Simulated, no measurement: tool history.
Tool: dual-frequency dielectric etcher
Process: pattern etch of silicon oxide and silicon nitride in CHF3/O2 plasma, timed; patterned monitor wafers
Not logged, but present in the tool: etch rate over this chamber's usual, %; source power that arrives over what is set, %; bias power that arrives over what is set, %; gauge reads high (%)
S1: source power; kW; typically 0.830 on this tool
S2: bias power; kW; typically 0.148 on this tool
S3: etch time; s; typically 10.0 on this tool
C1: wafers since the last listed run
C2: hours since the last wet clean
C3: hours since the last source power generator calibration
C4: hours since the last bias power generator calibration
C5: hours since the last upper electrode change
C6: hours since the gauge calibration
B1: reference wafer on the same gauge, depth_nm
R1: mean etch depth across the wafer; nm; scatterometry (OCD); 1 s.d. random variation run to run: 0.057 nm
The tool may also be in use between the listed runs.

| run | day | S1 | S2 | S3 | C1 | C2 | C3 | C4 | C5 | C6 | B1 | R1 |
|---|---|---|---|---|---|---|---|---|---|---|---|---|
| 1 | 0.000 | 0.830 | 0.148 | 8.5 | 0 | 364.9 | 4322.6 | 1920.7 | 2973.0 | 750.2 | 12.70 | 12.68 |
| 2 | 2.021 | 0.830 | 0.148 | 10.0 | 651 | 413.4 | 4371.1 | 1969.2 | 3021.5 | 798.7 | 12.71 | 14.99 |
| 3 | 2.867 | 0.830 | 0.148 | 10.0 | 272 | 433.7 | 4391.4 | 1989.5 | 3041.8 | 819.0 | 12.69 | 14.98 |
| 4 | 4.062 | 0.830 | 0.148 | 10.0 | 385 | 462.4 | 4420.1 | 2018.2 | 3070.5 | 847.7 | 12.73 | 15.03 |
|  | 5.317 | wet clean of the chamber |
| 5 | 5.338 | 0.830 | 0.148 | 10.0 | 88 | 0.5 | 4450.7 | 2048.8 | 3101.1 | 878.3 | 12.68 | 14.29 |
| 6 | 5.888 | 0.830 | 0.148 | 10.0 | 177 | 13.7 | 4463.9 | 2062.0 | 3114.3 | 891.5 | 12.71 | 14.16 |
| 7 | 6.725 | 0.830 | 0.148 | 10.0 | 269 | 33.8 | 4484.0 | 2082.1 | 3134.4 | 911.6 | 12.69 | 14.36 |
| 8 | 7.917 | 0.830 | 0.148 | 10.0 | 384 | 62.4 | 4512.6 | 2110.7 | 3163.0 | 940.2 | 12.69 | 14.47 |
| 9 | 9.188 | 0.790 | 0.148 | 10.0 | 409 | 92.9 | 4543.1 | 2141.2 | 3193.5 | 970.7 | 12.71 | 14.09 |
| 10 | 10.675 | 0.790 | 0.148 | 10.0 | 479 | 128.6 | 4578.8 | 2176.9 | 3229.2 | 1006.4 | 12.71 | 14.12 |
| 11 | 11.892 | 0.720 | 0.148 | 10.0 | 392 | 157.8 | 4608.0 | 2206.1 | 3258.4 | 1035.6 | 12.70 | 13.47 |
| 12 | 12.979 | 0.720 | 0.148 | 10.0 | 350 | 183.9 | 4634.1 | 2232.2 | 3284.5 | 1061.7 | 12.72 | 13.53 |
| 13 | 14.175 | 0.770 | 0.163 | 10.0 | 385 | 212.6 | 4662.8 | 2260.9 | 3313.2 | 1090.4 | 12.71 | 14.70 |
|  | 16.167 | bias power generator calibrated |
|  | 16.400 | upper electrode replaced, of another model than before |
| 14 | 16.421 | 0.670 | 0.117 | 9.0 | 595 | 266.5 | 4716.7 | 6.1 | 0.5 | 1144.3 | 12.70 | 10.99 |
| 15 | 16.433 | 0.920 | 0.148 | 10.0 | 4 | 266.8 | 4717.0 | 6.4 | 0.8 | 1144.6 | 12.69 | 15.53 |

For run 16, what comes out?
|  | 17.700 | gauge calibrated |
| 16 | 17.833 | 0.680 | 0.136 | 11.5 | 451 | 300.4 | 4750.6 | 40.0 | 34.4 | 3.2 | ? | ? |

Run 16 produced B1 12.71, R1 14.58 nm.
If the tool had no hidden condition, the same run with the same run-to-run variation would have returned R1 14.07 nm.
